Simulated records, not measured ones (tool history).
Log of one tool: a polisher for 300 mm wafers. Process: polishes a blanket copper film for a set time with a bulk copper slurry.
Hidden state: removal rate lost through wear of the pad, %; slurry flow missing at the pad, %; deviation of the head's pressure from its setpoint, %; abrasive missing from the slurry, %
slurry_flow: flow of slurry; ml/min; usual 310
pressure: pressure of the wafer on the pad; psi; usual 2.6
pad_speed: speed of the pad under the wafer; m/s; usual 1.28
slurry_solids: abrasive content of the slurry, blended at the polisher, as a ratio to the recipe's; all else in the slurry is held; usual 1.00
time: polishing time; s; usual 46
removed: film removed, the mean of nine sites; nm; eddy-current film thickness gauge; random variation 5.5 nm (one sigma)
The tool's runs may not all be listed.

run   hour  slurry_flow  pressure  pad_speed  slurry_solids  time  wafers since the last listed run  wafers polished on this pad  hours since the slurry nozzle was cleaned  hours since the head pressure was calibrated  hours since the slurry blender was calibrated  incoming thickness of the incoming film, nm  removed
  1    0.0          310       2.6       1.28           1.00    46                                 0                          668                                      170.9                                          36.3                                           57.9                                       4345.2    484.8
  2   32.2          310       2.6       1.28           1.00    46                               394                         1063                                      203.1                                          68.5                                           90.1                                       4248.2    480.9
  3  131.0          310       2.6       1.28           1.00    46                              1211                         2274                                      301.9                                         167.3                                          188.9                                       4251.3    490.5
     148.3  -- worn pad replaced by a new one
  4  159.5          310       2.6       1.28           1.00    46                               300                          136                                      330.4                                         195.8                                          217.4                                       4327.0    503.1
     167.4  -- slurry nozzle cleaned
  5  184.6          310       2.6       1.28           1.00    46                               295                          432                                       17.2                                         220.9                                          242.5                                       4300.8    505.8
  6  217.8          310       2.6       1.28           1.00    46                               406                          839                                       50.4                                         254.1                                          275.7                                       4230.2    508.2
  7  247.3          310       2.6       1.28           1.00    46                               361                         1200                                       79.9                                         283.6                                          305.2                                       4322.2    516.1
     258.8  -- slurry blender recalibrated
  8  264.6          310       2.6       1.28           1.00    46                               187                         1388                                       97.2                                         300.9                                            5.8                                       4204.8    524.1
  9  287.3          310       2.6       1.28           1.00    46                               278                         1666                                      119.9                                         323.6                                           28.5                                       4298.3    517.7
     294.9  -- head pressure recalibrated
 10  305.9          310       2.6       1.28           1.00    46                               203                         1870                                      138.5                                          11.0                                           47.1                                       4205.9    493.9
     332.6  -- worn pad replaced by a new one
 11  333.1          395       2.6       1.12           1.00    46                               284                            6                                      165.7                                          38.2                                           74.3                                       4323.5    427.8
 12  352.9          310       2.6       1.28           0.90    46                               242                          248                                      185.5                                          58.0                                           94.1                                       4286.6    479.0
 13  371.5          310       2.6       1.28           1.00    46                               228                          476                                      204.1                                          76.6                                          112.7                                       4320.6    495.2
 14  394.1          310       2.6       1.28           1.00    46                               277                          753                                      226.7                                          99.2                                          135.3                                       4296.3    494.6
 15  408.6          310       2.6       1.28           1.00    46                               177                          931                                      241.2                                         113.7                                          149.8                                       4252.9    496.9
 16  430.5          285       2.6       1.28           1.00    46                               268                         1200                                      263.1                                         135.6                                          171.7                                       4239.0    502.4
 17  448.0          310       2.6       1.28           1.00    46                               214                         1414                                      280.6                                         153.1                                          189.2                                       4243.9    504.3
 18  460.7          310       2.6       0.96           0.75    60                               155                         1570                                      293.3                                         165.8                                          201.9                                       4214.1    440.2
 19  484.5          215       2.6       1.28           0.75    46                               291                         1861                                      317.1                                         189.6                                          225.7                                       4247.2    449.2
     496.7  -- slurry blender recalibrated
 20  515.3          310       1.8       1.28           1.00    46                               353                         2215                                      347.9                                         220.4                                           18.6                                       4241.9    440.5
     535.4  -- worn pad replaced by a new one
 21  535.9          385       3.3       0.98           0.70    46                               203                            6                                      368.5                                         241.0                                           39.2                                       4213.5    383.9
 22  548.9          310       2.6       1.28           1.00    53                               159                          165                                      381.5                                         254.0                                           52.2                                       4345.0    593.5
     557.9  -- head pressure recalibrated
     572.0  -- slurry nozzle cleaned
 23  581.7          310       2.6       1.28           0.80    46                               365                          531                                        9.7                                          23.8                                           85.0                                       4244.4    451.2
 24  602.9          410       2.6       1.28           1.00    35                               259                          790                                       30.9                                          45.0                                          106.2                                       4232.8    379.7
 25  619.0          310       2.6       1.28           1.00    46                               197                          988                                       47.0                                          61.1                                          122.3                                       4224.7    492.6
 26  637.0          230       2.6       1.28           1.00    46                               220                         1208                                       65.0                                          79.1                                          140.3                                       4286.7    490.2
 27  653.6          220       1.9       1.28           1.10    53                               203                         1412                                       81.6                                          95.7                                          156.9                                       4224.8    505.5
 28  688.9          310       2.6       1.28           1.20    46                               432                         1845                                      116.9                                         131.0                                          192.2                                       4299.3    541.3
 29  709.2          240       2.6       1.28           1.00    46                               248                         2093                                      137.2                                         151.3                                          212.5                                       4233.8    486.3
     733.3  -- worn pad replaced by a new one
 30  733.6          310       2.9       1.28           1.00    46                               250                            3                                      161.6                                         175.7                                          236.9                                       4298.1    528.8
     746.2  -- slurry blender recalibrated
 31  765.3          310       2.6       1.28           1.00    38                               364                          367                                      193.3                                         207.4                                           19.1                                       4252.8    418.8

3 ways to go on from here, each from the tool as it stands after run 31. What would each give?
  A  765.7          310       2.6       1.08           1.00    46                                 4                          372                                      193.7                                         207.8                                           19.5                                       4342.0        ?
  B  765.7          240       2.6       1.68           0.90    40                                 4                          372                                      193.7                                         207.8                                           19.5                                       4342.0        ?
  C  765.7          350       2.6       1.28           1.25    46                                 4                          372                                      193.7                                         207.8                                           19.5                                       4342.0        ?

run  removed
  A    430.4
  B    552.7
  C    554.3
Without the tool's hidden state the same runs would have given:
run  removed
  A    418.7
  B    537.8
  C    539.3
